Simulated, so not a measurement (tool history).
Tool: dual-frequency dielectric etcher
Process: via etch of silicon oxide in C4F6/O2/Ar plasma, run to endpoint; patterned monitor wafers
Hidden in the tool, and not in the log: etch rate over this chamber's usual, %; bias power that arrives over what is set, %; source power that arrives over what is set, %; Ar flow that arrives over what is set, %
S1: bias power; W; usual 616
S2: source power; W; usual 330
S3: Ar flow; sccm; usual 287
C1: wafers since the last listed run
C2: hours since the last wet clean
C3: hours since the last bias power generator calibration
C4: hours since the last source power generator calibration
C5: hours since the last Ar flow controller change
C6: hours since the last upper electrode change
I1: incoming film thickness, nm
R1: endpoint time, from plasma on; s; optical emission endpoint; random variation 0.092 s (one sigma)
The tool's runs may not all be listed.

{"run": 1, "hour": 0.0, "S1": 616, "S2": 330, "S3": 287, "C1": 0, "C2": 269.2, "C3": 3602.5, "C4": 1511.6, "C5": 3028.9, "C6": 5840.5, "I1": 97.7, "R1": 21.9}
{"run": 2, "hour": 38.0, "S1": 616, "S2": 330, "S3": 287, "C1": 562, "C2": 307.2, "C3": 3640.5, "C4": 1549.6, "C5": 3066.9, "C6": 5878.5, "I1": 98.1, "R1": 21.9}
{"run": 3, "hour": 75.2, "S1": 616, "S2": 330, "S3": 287, "C1": 550, "C2": 344.4, "C3": 3677.7, "C4": 1586.8, "C5": 3104.1, "C6": 5915.7, "I1": 98.4, "R1": 22.2}
{"run": 4, "hour": 108.8, "S1": 504, "S2": 300, "S3": 287, "C1": 497, "C2": 378, "C3": 3711.3, "C4": 1620.4, "C5": 3137.7, "C6": 5949.3, "I1": 98, "R1": 23.5}
{"run": 5, "hour": 165.1, "S1": 504, "S2": 300, "S3": 287, "C1": 833, "C2": 434.3, "C3": 3767.6, "C4": 1676.7, "C5": 3194, "C6": 6005.6, "I1": 99.3, "R1": 23.7}
{"hour": 285.0, "done": "wet clean of the chamber"}
{"run": 6, "hour": 285.5, "S1": 504, "S2": 300, "S3": 287, "C1": 1426, "C2": 0.5, "C3": 3888, "C4": 1797.1, "C5": 3314.4, "C6": 6126, "I1": 98.5, "R1": 23.5}
{"hour": 327.3, "done": "upper electrode replaced"}
{"run": 7, "hour": 327.8, "S1": 510, "S2": 330, "S3": 287, "C1": 270, "C2": 42.8, "C3": 3930.3, "C4": 1839.4, "C5": 3356.7, "C6": 0.5, "I1": 98.4, "R1": 23.1}
{"run": 8, "hour": 331.1, "S1": 510, "S2": 330, "S3": 287, "C1": 48, "C2": 46.1, "C3": 3933.6, "C4": 1842.7, "C5": 3360, "C6": 3.8, "I1": 98.9, "R1": 22.9}
{"hour": 376.5, "done": "source power generator calibrated"}
{"run": 9, "hour": 388.2, "S1": 703, "S2": 330, "S3": 287, "C1": 785, "C2": 103.2, "C3": 3990.7, "C4": 11.7, "C5": 3417.1, "C6": 60.9, "I1": 98.5, "R1": 21.7}
{"run": 10, "hour": 434.7, "S1": 616, "S2": 280, "S3": 287, "C1": 688, "C2": 149.7, "C3": 4037.2, "C4": 58.2, "C5": 3463.6, "C6": 107.4, "I1": 98.8, "R1": 23.1}
{"hour": 475.4, "done": "bias power generator calibrated"}
{"run": 11, "hour": 494.2, "S1": 680, "S2": 310, "S3": 337, "C1": 821, "C2": 209.2, "C3": 18.8, "C4": 117.7, "C5": 3523.1, "C6": 166.9, "I1": 98.1, "R1": 22.5}
{"run": 12, "hour": 525.7, "S1": 616, "S2": 330, "S3": 287, "C1": 466, "C2": 240.7, "C3": 50.3, "C4": 149.2, "C5": 3554.6, "C6": 198.4, "I1": 98, "R1": 21.9}
{"hour": 533.7, "done": "Ar flow controller replaced"}
{"run": 13, "hour": 590.9, "S1": 616, "S2": 360, "S3": 287, "C1": 875, "C2": 305.9, "C3": 115.5, "C4": 214.4, "C5": 57.2, "C6": 263.6, "I1": 98, "R1": 21.6}
{"run": 14, "hour": 649.3, "S1": 563, "S2": 330, "S3": 325, "C1": 864, "C2": 364.3, "C3": 173.9, "C4": 272.8, "C5": 115.6, "C6": 322, "I1": 97.4, "R1": 22.5}
{"run": 15, "hour": 712.7, "S1": 506, "S2": 280, "S3": 287, "C1": 938, "C2": 427.7, "C3": 237.3, "C4": 336.2, "C5": 179, "C6": 385.4, "I1": 99.3, "R1": 24.3}
{"run": 16, "hour": 784.3, "S1": 616, "S2": 290, "S3": 287, "C1": 1059, "C2": 499.3, "C3": 308.9, "C4": 407.8, "C5": 250.6, "C6": 457, "I1": 99.4, "R1": 23.3}
{"run": 17, "hour": 814.9, "S1": 714, "S2": 380, "S3": 257, "C1": 452, "C2": 529.9, "C3": 339.5, "C4": 438.4, "C5": 281.2, "C6": 487.6, "I1": 98.3, "R1": 20.3}
{"hour": 883.7, "done": "wet clean of the chamber"}
{"run": 18, "hour": 884.2, "S1": 506, "S2": 280, "S3": 287, "C1": 670, "C2": 0.5, "C3": 408.8, "C4": 507.7, "C5": 350.5, "C6": 556.9, "I1": 98.3, "R1": 23.9}
{"run": 19, "hour": 918.0, "S1": 616, "S2": 360, "S3": 325, "C1": 500, "C2": 34.3, "C3": 442.6, "C4": 541.5, "C5": 384.3, "C6": 590.7, "I1": 97.8, "R1": 21.8}

Forecast each of these 3 alternatives for the next run:
{"run": "A", "hour": 918.4, "S1": 616, "S2": 330, "S3": 216, "C1": 5, "C2": 34.7, "C3": 443, "C4": 541.9, "C5": 384.7, "C6": 591.1, "I1": 98.5, "R1": "?"}
{"run": "B", "hour": 918.4, "S1": 736, "S2": 330, "S3": 287, "C1": 5, "C2": 34.7, "C3": 443, "C4": 541.9, "C5": 384.7, "C6": 591.1, "I1": 98.5, "R1": "?"}
{"run": "C", "hour": 918.4, "S1": 698, "S2": 250, "S3": 332, "C1": 5, "C2": 34.7, "C3": 443, "C4": 541.9, "C5": 384.7, "C6": 591.1, "I1": 98.5, "R1": "?"}

run=A R1=21.6
run=B R1=21.5
run=C R1=23.7
Without the tool's hidden state the same runs would have given:
run=A R1=21.6
run=B R1=21.5
run=C R1=23.7
